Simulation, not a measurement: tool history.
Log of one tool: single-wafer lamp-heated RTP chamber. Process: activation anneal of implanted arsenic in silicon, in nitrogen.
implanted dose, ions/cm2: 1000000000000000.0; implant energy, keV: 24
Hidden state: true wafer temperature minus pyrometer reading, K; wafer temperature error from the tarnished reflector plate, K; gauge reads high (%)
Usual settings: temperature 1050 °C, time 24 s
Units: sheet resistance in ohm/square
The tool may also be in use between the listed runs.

| run | day | temperature | time | wafers since the last listed run | wafers since the last pyrometer calibration | wafers since the reflector plate was cleaned | hours since the gauge calibration | read-back reference wafer on the same gauge, sheet resistance | sheet resistance |
|---|---|---|---|---|---|---|---|---|---|
| 1 | 0 | 1068 | 35 | 0 | 3273 | 5686 | 694.6 | 118.36 | 111.88 |
| 2 | 2.088 | 1073 | 24 | 643 | 3917 | 6330 | 744.7 | 118.49 | 114.69 |
| 3 | 6.146 | 1073 | 24 | 1251 | 5168 | 7581 | 842.1 | 118.75 | 114.19 |
| 4 | 9.558 | 1067 | 20 | 1052 | 6221 | 8633 | 924 | 118.93 | 116.97 |
|  | 10.725 | reflector plate cleaned |
| 5 | 13.854 | 1067 | 20 | 1221 | 7443 | 964 | 1027.1 | 119.11 | 116.97 |
| 6 | 16.683 | 1036 | 24 | 872 | 8315 | 1837 | 1095 | 119.31 | 121.93 |
|  | 17.029 | pyrometer window cleaned and pyrometer calibrated |
| 7 | 18.3 | 1036 | 24 | 395 | 391 | 2233 | 1133.8 | 119.46 | 121.88 |
| 8 | 20.867 | 1036 | 24 | 791 | 1183 | 3024 | 1195.4 | 119.6 | 122.23 |
| 9 | 23.071 | 1050 | 34 | 679 | 1862 | 3704 | 1248.3 | 119.83 | 116.5 |
| 10 | 25.708 | 1050 | 34 | 813 | 2676 | 4517 | 1311.6 | 119.9 | 116.36 |
| 11 | 30.233 | 1050 | 24 | 1395 | 4071 | 5913 | 1420.2 | 120.28 | 120.27 |
| 12 | 32.817 | 1050 | 34 | 796 | 4868 | 6709 | 1482.2 | 120.53 | 117.01 |
| 13 | 34.396 | 1025 | 17 | 486 | 5355 | 7196 | 1520.1 | 120.64 | 128.03 |
|  | 35.296 | gauge calibrated |
| 14 | 36.883 | 1050 | 37 | 767 | 6122 | 7963 | 38.1 | 117.55 | 113.49 |
|  | 39.525 | reflector plate cleaned |
| 15 | 39.546 | 1040 | 24 | 718 | 6840 | 6 | 102 | 117.7 | 119.23 |
|  | 40.288 | pyrometer window cleaned and pyrometer calibrated |
| 16 | 42.588 | 1070 | 24 | 835 | 709 | 842 | 175 | 117.58 | 114.09 |
| 17 | 44.962 | 1021 | 13 | 732 | 1441 | 1574 | 232 | 117.49 | 127.86 |
| 18 | 47.279 | 1050 | 24 | 714 | 2156 | 2288 | 287.6 | 117.7 | 117.49 |
| 19 | 50.392 | 1039 | 24 | 959 | 3115 | 3248 | 362.3 | 117.54 | 119.74 |
| 20 | 53.95 | 1050 | 24 | 1097 | 4213 | 4346 | 447.7 | 117.8 | 117.4 |

3 ways to go on from here, each from the tool as it stands after run 20. What would each give?
| A | 53.967 | 1050 | 24 | 5 | 4218 | 4351 | 448.1 | ? | ? |
| B | 53.967 | 1050 | 15 | 5 | 4218 | 4351 | 448.1 | ? | ? |
| C | 53.967 | 1032 | 24 | 5 | 4218 | 4351 | 448.1 | ? | ? |

| run | read-back reference wafer on the same gauge, sheet resistance | sheet resistance |
|---|---|---|
| A | 117.74 | 117.06 |
| B | 117.74 | 120.86 |
| C | 117.74 | 120.23 |
Without the tool's hidden state the same runs would have given:
| run | sheet resistance |
|---|---|
| A | 117.35 |
| B | 121.15 |
| C | 120.52 |

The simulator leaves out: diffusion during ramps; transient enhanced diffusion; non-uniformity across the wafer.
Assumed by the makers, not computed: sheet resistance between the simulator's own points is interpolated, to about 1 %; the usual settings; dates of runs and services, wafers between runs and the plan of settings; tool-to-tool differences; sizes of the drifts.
